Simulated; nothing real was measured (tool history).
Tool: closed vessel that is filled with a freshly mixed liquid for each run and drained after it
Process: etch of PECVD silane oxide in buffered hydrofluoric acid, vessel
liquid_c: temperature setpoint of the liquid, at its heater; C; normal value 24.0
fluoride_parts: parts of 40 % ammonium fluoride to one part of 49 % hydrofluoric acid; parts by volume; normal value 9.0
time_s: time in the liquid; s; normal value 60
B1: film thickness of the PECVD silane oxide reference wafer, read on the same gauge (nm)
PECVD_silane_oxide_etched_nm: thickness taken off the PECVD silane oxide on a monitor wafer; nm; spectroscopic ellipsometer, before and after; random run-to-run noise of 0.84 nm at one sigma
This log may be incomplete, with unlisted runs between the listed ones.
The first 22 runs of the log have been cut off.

{"run": 23, "hour": 310.7, "liquid_c": 19.0, "fluoride_parts": 9.0, "time_s": 75, "B1": 110.04, "PECVD_silane_oxide_etched_nm": 240.86}
{"run": 24, "hour": 324.6, "liquid_c": 24.0, "fluoride_parts": 9.0, "time_s": 50, "B1": 110.01, "PECVD_silane_oxide_etched_nm": 212.88}
{"run": 25, "hour": 332.7, "liquid_c": 21.5, "fluoride_parts": 11.5, "time_s": 60, "B1": 110.01, "PECVD_silane_oxide_etched_nm": 179.77}
{"run": 26, "hour": 344.2, "liquid_c": 24.0, "fluoride_parts": 9.0, "time_s": 60, "B1": 109.98, "PECVD_silane_oxide_etched_nm": 254.67}
{"run": 27, "hour": 362.1, "liquid_c": 24.0, "fluoride_parts": 9.0, "time_s": 75, "B1": 109.99, "PECVD_silane_oxide_etched_nm": 318.47}
{"run": 28, "hour": 368.3, "liquid_c": 21.5, "fluoride_parts": 9.0, "time_s": 35, "B1": 110.01, "PECVD_silane_oxide_etched_nm": 129.93}
{"run": 29, "hour": 376.2, "liquid_c": 22.0, "fluoride_parts": 5.5, "time_s": 30, "B1": 110.02, "PECVD_silane_oxide_etched_nm": 182.49}
{"run": 30, "hour": 392.9, "liquid_c": 24.0, "fluoride_parts": 11.5, "time_s": 60, "B1": 110.03, "PECVD_silane_oxide_etched_nm": 205.43}
{"run": 31, "hour": 406.7, "liquid_c": 21.0, "fluoride_parts": 11.5, "time_s": 75, "B1": 110.01, "PECVD_silane_oxide_etched_nm": 215.9}

Branching from run 31: 5 alternative next runs. What would each branch give?
{"run": "A", "hour": 407.4, "liquid_c": 24.0, "fluoride_parts": 9.0, "time_s": 30, "B1": "?", "PECVD_silane_oxide_etched_nm": "?"}
{"run": "B", "hour": 407.4, "liquid_c": 29.0, "fluoride_parts": 8.0, "time_s": 30, "B1": "?", "PECVD_silane_oxide_etched_nm": "?"}
{"run": "C", "hour": 407.4, "liquid_c": 21.0, "fluoride_parts": 12.0, "time_s": 40, "B1": "?", "PECVD_silane_oxide_etched_nm": "?"}
{"run": "D", "hour": 407.4, "liquid_c": 24.0, "fluoride_parts": 6.5, "time_s": 60, "B1": "?", "PECVD_silane_oxide_etched_nm": "?"}
{"run": "E", "hour": 407.4, "liquid_c": 24.0, "fluoride_parts": 6.0, "time_s": 95, "B1": "?", "PECVD_silane_oxide_etched_nm": "?"}

run=A B1=110.01 PECVD_silane_oxide_etched_nm=127.21
run=B B1=110.01 PECVD_silane_oxide_etched_nm=186.01
run=C B1=110.01 PECVD_silane_oxide_etched_nm=111.18
run=D B1=110.01 PECVD_silane_oxide_etched_nm=353.08
run=E B1=110.01 PECVD_silane_oxide_etched_nm=599.16
Had the tool no hidden state, the same runs would have come out as:
run=A PECVD_silane_oxide_etched_nm=132.64
run=B PECVD_silane_oxide_etched_nm=197.03
run=C PECVD_silane_oxide_etched_nm=117.45
run=D PECVD_silane_oxide_etched_nm=371.33
run=E PECVD_silane_oxide_etched_nm=630.09

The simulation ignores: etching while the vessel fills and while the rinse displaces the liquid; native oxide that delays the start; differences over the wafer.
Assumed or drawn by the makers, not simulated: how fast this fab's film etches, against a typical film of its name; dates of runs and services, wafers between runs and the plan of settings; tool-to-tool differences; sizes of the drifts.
